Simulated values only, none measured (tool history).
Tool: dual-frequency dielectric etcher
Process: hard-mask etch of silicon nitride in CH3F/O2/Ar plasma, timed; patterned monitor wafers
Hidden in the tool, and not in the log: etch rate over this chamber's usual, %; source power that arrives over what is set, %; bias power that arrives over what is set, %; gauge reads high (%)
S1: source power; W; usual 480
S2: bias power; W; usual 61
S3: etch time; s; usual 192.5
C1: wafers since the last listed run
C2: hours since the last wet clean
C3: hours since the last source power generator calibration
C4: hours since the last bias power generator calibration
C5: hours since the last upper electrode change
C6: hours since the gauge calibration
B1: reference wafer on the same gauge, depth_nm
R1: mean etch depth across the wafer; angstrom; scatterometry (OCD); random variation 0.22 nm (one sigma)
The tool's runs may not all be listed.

run,day,S1,S2,S3,C1,C2,C3,C4,C5,C6,B1,R1
1,0,480,61,164.5,0,237.9,2183,4635.5,1729.3,257.8,156,1232
2,1.321,480,61,164.5,133,269.6,2214.7,4667.2,1761,289.5,156,1235
3,2.333,480,55,192.5,102,293.9,2239,4691.5,1785.3,313.8,156.1,1389
4,3.683,480,61,192.5,136,326.3,2271.4,4723.9,1817.7,346.2,156,1443
# day 5.862: wet clean of the chamber
# day 6.225: upper electrode replaced
5,6.246,480,61,192.5,121,9.2,2332.9,4785.4,0.5,407.7,156,1452
6,6.325,400,61,192.5,8,11.1,2334.8,4787.3,2.4,409.6,156,1377
7,7.054,480,61,153,73,28.6,2352.3,4804.8,19.9,427.1,156,1157
# day 7.638: gauge calibrated
# day 8.721: bias power generator calibrated
8,9.733,560,70,192.5,254,92.9,2416.6,24.3,84.2,50.3,156,1607
9,10.471,480,61,192.5,74,110.6,2434.3,42,101.9,68,155.9,1451
# day 11.492: source power generator calibrated
10,11.75,410,75,192.5,112,141.3,6.2,72.7,132.6,98.7,156,1490
11,12.388,480,61,164.5,64,156.6,21.5,88,147.9,114,156,1239
12,13.121,480,61,168,74,174.2,39.1,105.6,165.5,131.6,156,1265
13,13.683,400,61,227.5,56,187.7,52.6,119.1,179,145.1,155.9,1616
14,14.65,570,65,228.5,97,210.9,75.8,142.3,202.2,168.3,156,1858
15,16.071,570,61,150,143,245,109.9,176.4,236.3,202.4,156,1193
16,16.946,480,61,192.5,88,266,130.9,197.4,257.3,223.4,156.1,1445
17,17.696,590,66,170.5,75,284,148.9,215.4,275.3,241.4,156,1409
18,18.888,480,74,153.5,120,312.6,177.5,244,303.9,270,156,1236
19,19.458,480,51,239.5,57,326.3,191.2,257.7,317.6,283.7,155.9,1689

The tool's hidden state at each run:
source power that arrives over what is set, %: 0 in every run
bias power that arrives over what is set, %: 0 in every run
gauge reads high (%): 0 in every run
H1: etch rate over this chamber's usual, %
run,H1
1,-0.728
2,-0.815
3,-0.882
4,-0.971
5,-0.0757
6,-0.081
7,-0.129
8,-0.306
9,-0.355
10,-0.439
11,-0.481
12,-0.53
13,-0.567
14,-0.631
15,-0.725
16,-0.783
17,-0.832
18,-0.911
19,-0.949
